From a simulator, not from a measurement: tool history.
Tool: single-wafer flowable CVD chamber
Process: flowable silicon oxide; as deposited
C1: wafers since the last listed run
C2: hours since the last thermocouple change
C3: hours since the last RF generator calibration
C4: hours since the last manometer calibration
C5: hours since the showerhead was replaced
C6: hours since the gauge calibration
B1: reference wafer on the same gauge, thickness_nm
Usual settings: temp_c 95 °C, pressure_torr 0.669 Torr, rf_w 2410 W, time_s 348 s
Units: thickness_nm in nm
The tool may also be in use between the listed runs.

Run 1, hour 0.0: usual settings; C1 0; C2 2390.7; C3 29.1; C4 243.1; C5 298.3; C6 1827.4; B1 177.772. Result: thickness_nm 194.404 nm.
Run 2, hour 33.9: usual settings; C1 182; C2 2424.6; C3 63.0; C4 277.0; C5 332.2; C6 1861.3; B1 177.716. Result: thickness_nm 194.858 nm.
Run 3, hour 61.8: usual settings; C1 150; C2 2452.5; C3 90.9; C4 304.9; C5 360.1; C6 1889.2; B1 178.016. Result: thickness_nm 195.284 nm.
At hour 83.9: thermocouple changed; heater temperature recalibrated.
Run 4, hour 128.8: usual settings but pressure_torr 0.791 Torr, rf_w 2680 W; C1 318; C2 44.9; C3 157.9; C4 371.9; C5 427.1; C6 1956.2; B1 177.930. Result: thickness_nm 233.998 nm.
Run 5, hour 196.9: usual settings; C1 367; C2 113.0; C3 226.0; C4 440.0; C5 495.2; C6 2024.3; B1 177.777. Result: thickness_nm 194.254 nm.
Run 6, hour 313.3: usual settings but pressure_torr 0.616 Torr, time_s 408 s; C1 627; C2 229.4; C3 342.4; C4 556.4; C5 611.6; C6 2140.7; B1 178.197. Result: thickness_nm 210.629 nm.
Run 7, hour 346.6: usual settings but temp_c 105 °C, pressure_torr 0.511 Torr; C1 179; C2 262.7; C3 375.7; C4 589.7; C5 644.9; C6 2174.0; B1 178.123. Result: thickness_nm 109.055 nm.
Run 8, hour 374.5: usual settings; C1 150; C2 290.6; C3 403.6; C4 617.6; C5 672.8; C6 2201.9; B1 177.918. Result: thickness_nm 195.120 nm.
Run 9, hour 426.2: usual settings but pressure_torr 0.537 Torr, rf_w 2735 W, time_s 308 s; C1 278; C2 342.3; C3 455.3; C4 669.3; C5 724.5; C6 2253.6; B1 177.878. Result: thickness_nm 141.334 nm.
Run 10, hour 477.5: usual settings but temp_c 88 °C, pressure_torr 0.810 Torr, rf_w 2680 W, time_s 325 s; C1 276; C2 393.6; C3 506.6; C4 720.6; C5 775.8; C6 2304.9; B1 177.919. Result: thickness_nm 277.015 nm.
Run 11, hour 532.9: usual settings; C1 298; C2 449.0; C3 562.0; C4 776.0; C5 831.2; C6 2360.3; B1 177.867. Result: thickness_nm 194.710 nm.
Run 12, hour 562.7: usual settings; C1 160; C2 478.8; C3 591.8; C4 805.8; C5 861.0; C6 2390.1; B1 177.808. Result: thickness_nm 196.360 nm.
Run 13, hour 620.5: usual settings but pressure_torr 0.507 Torr; C1 311; C2 536.6; C3 649.6; C4 863.6; C5 918.8; C6 2447.9; B1 178.006. Result: thickness_nm 147.948 nm.
Run 14, hour 658.1: usual settings but temp_c 104 °C, pressure_torr 0.715 Torr, rf_w 2105 W; C1 202; C2 574.2; C3 687.2; C4 901.2; C5 956.4; C6 2485.5; B1 178.131. Result: thickness_nm 154.671 nm.
At hour 676.6: gauge calibrated.
Run 15, hour 728.9: usual settings but pressure_torr 0.804 Torr, rf_w 2555 W; C1 381; C2 645.0; C3 758.0; C4 972.0; C5 1027.2; C6 52.3; B1 177.996. Result: thickness_nm 236.310 nm.
Run 16, hour 761.1: usual settings; C1 173; C2 677.2; C3 790.2; C4 1004.2; C5 1059.4; C6 84.5; B1 177.812. Result: thickness_nm 194.315 nm.
Run 17, hour 829.5: usual settings but pressure_torr 0.546 Torr, rf_w 2060 W; C1 368; C2 745.6; C3 858.6; C4 1072.6; C5 1127.8; C6 152.9; B1 177.871. Result: thickness_nm 155.401 nm.
Run 18, hour 890.2: usual settings but time_s 322 s; C1 327; C2 806.3; C3 919.3; C4 1133.3; C5 1188.5; C6 213.6; B1 178.147. Result: thickness_nm 180.372 nm.
Run 19, hour 937.4: usual settings but pressure_torr 0.592 Torr, rf_w 2080 W, time_s 408 s; C1 254; C2 853.5; C3 966.5; C4 1180.5; C5 1235.7; C6 260.8; B1 177.975. Result: thickness_nm 197.473 nm.
Run 20, hour 979.1: usual settings but rf_w 2885 W; C1 224; C2 895.2; C3 1008.2; C4 1222.2; C5 1277.4; C6 302.5; B1 178.374. Result: thickness_nm 198.473 nm.
Run 21, hour 1033.4: usual settings but temp_c 80 °C; C1 292; C2 949.5; C3 1062.5; C4 1276.5; C5 1331.7; C6 356.8; B1 177.812. Result: thickness_nm 303.236 nm.
Run 22, hour 1077.3: usual settings; C1 236; C2 993.4; C3 1106.4; C4 1320.4; C5 1375.6; C6 400.7; B1 177.989. Result: thickness_nm 196.558 nm.
Run 23, hour 1112.0: usual settings; C1 187; C2 1028.1; C3 1141.1; C4 1355.1; C5 1410.3; C6 435.4; B1 177.952. Result: thickness_nm 194.237 nm.
Run 24, hour 1141.4: usual settings but pressure_torr 0.729 Torr, rf_w 2630 W, time_s 373 s; C1 158; C2 1057.5; C3 1170.5; C4 1384.5; C5 1439.7; C6 464.8; B1 177.817. Result: thickness_nm 230.329 nm.
Run 25, hour 1210.9: usual settings but temp_c 104 °C, pressure_torr 0.566 Torr; C1 374; C2 1127.0; C3 1240.0; C4 1454.0; C5 1509.2; C6 534.3; B1 177.770. Result: thickness_nm 125.031 nm.
Run 26, hour 1255.3: usual settings; C1 239; C2 1171.4; C3 1284.4; C4 1498.4; C5 1553.6; C6 578.7; B1 178.282. Result: thickness_nm 194.275 nm.
Run 27, hour 1283.2: usual settings; C1 150; C2 1199.3; C3 1312.3; C4 1526.3; C5 1581.5; C6 606.6; B1 178.007. Result: thickness_nm 194.617 nm.
Run 28, hour 1341.2: usual settings but time_s 367 s; C1 312; C2 1257.3; C3 1370.3; C4 1584.3; C5 1639.5; C6 664.6; B1 178.011. Result: thickness_nm 205.903 nm.

The tool's hidden state at each run:
wafer temperature above the value expected at the setpoint (K): 0 in every run
delivered RF power above the setpoint (%): 0 in every run
true pressure above the setpoint (%): 0 in every run
gauge reads high (%): 0 in every run
